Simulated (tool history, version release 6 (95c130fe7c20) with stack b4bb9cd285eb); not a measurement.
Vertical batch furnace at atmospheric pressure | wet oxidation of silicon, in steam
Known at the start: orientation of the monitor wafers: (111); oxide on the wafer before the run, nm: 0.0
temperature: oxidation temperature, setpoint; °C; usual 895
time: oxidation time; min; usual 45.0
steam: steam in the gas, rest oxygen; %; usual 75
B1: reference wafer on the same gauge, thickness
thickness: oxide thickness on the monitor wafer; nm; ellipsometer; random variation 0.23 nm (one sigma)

Run 1, day 0.000: usual settings; B1 108.98. Result: thickness 121.90 nm.
Run 2, day 0.300: usual settings but steam 82 %; B1 108.97. Result: thickness 131.59 nm.
Run 3, day 0.846: usual settings but steam 82 %; B1 108.99. Result: thickness 131.47 nm.
Run 4, day 1.200: usual settings but steam 82 %; B1 108.96. Result: thickness 131.83 nm.
Run 5, day 1.550: usual settings but temperature 880 °C; B1 109.04. Result: thickness 98.00 nm.
Run 6, day 2.221: usual settings but time 28.5 min; B1 109.01. Result: thickness 81.37 nm.
Run 7, day 2.558: usual settings but steam 84 %; B1 109.02. Result: thickness 134.78 nm.
Run 8, day 2.929: usual settings but steam 84 %; B1 109.01. Result: thickness 134.39 nm.
Run 9, day 3.288: usual settings but time 50.0 min; B1 109.03. Result: thickness 133.45 nm.
At day 4.533: gauge calibrated.
At day 4.592: thermocouples replaced and temperature profile calibrated.
Run 10, day 4.612: usual settings but time 50.0 min; B1 108.98. Result: thickness 133.41 nm.
Run 11, day 4.808: usual settings but time 50.0 min; B1 108.91. Result: thickness 133.20 nm.
Run 12, day 5.071: usual settings but temperature 876 °C; B1 109.01. Result: thickness 92.26 nm.
Run 13, day 5.671: usual settings; B1 109.01. Result: thickness 121.15 nm.
Run 14, day 6.258: usual settings but temperature 888 °C, time 66.0 min, steam 66 %; B1 109.05. Result: thickness 137.45 nm.
Run 15, day 6.554: usual settings but time 60.5 min; B1 108.99. Result: thickness 156.76 nm.
Run 16, day 7.221: usual settings; B1 109.02. Result: thickness 121.60 nm.
Run 17, day 7.708: usual settings but steam 67 %; B1 109.06. Result: thickness 109.86 nm.
At day 8.738: steam generator serviced.
Run 18, day 8.758: usual settings but steam 68 %; B1 108.98. Result: thickness 120.20 nm.
Run 19, day 8.954: usual settings but temperature 878 °C, steam 81 %; B1 108.99. Result: thickness 109.99 nm.
Run 20, day 9.150: usual settings but temperature 913 °C, steam 66 %; B1 109.08. Result: thickness 147.09 nm.
Run 21, day 10.996: usual settings but temperature 911 °C; B1 109.01. Result: thickness 159.89 nm.
Run 22, day 11.742: usual settings; B1 108.94. Result: thickness 130.89 nm.
Run 23, day 12.088: usual settings but temperature 912 °C, time 59.5 min, steam 70 %; B1 109.03. Result: thickness 191.85 nm.
Run 24, day 12.471: usual settings; B1 109.03. Result: thickness 130.33 nm.
Run 25, day 13.104: usual settings; B1 108.96. Result: thickness 130.66 nm.
At day 13.246: gauge calibrated.
Run 26, day 13.500: usual settings but time 24.0 min, steam 66 %; B1 108.99. Result: thickness 66.34 nm.

Forecast each of these 3 alternatives for the next run:
Run A, day 13.700: usual settings but temperature 879 °C; B1 ?. Result: thickness ?.
Run B, day 13.700: usual settings but temperature 916 °C, steam 68 %; B1 ?. Result: thickness ?.
Run C, day 13.700: usual settings but time 33.5 min, steam 69 %; B1 ?. Result: thickness ?.

run      B1  thickness
  A  108.95     103.75
  B  108.95     155.37
  C  108.95      93.53
Without the tool's hidden state the same runs would have given:
run  thickness
  A     104.34
  B     156.19
  C      94.06

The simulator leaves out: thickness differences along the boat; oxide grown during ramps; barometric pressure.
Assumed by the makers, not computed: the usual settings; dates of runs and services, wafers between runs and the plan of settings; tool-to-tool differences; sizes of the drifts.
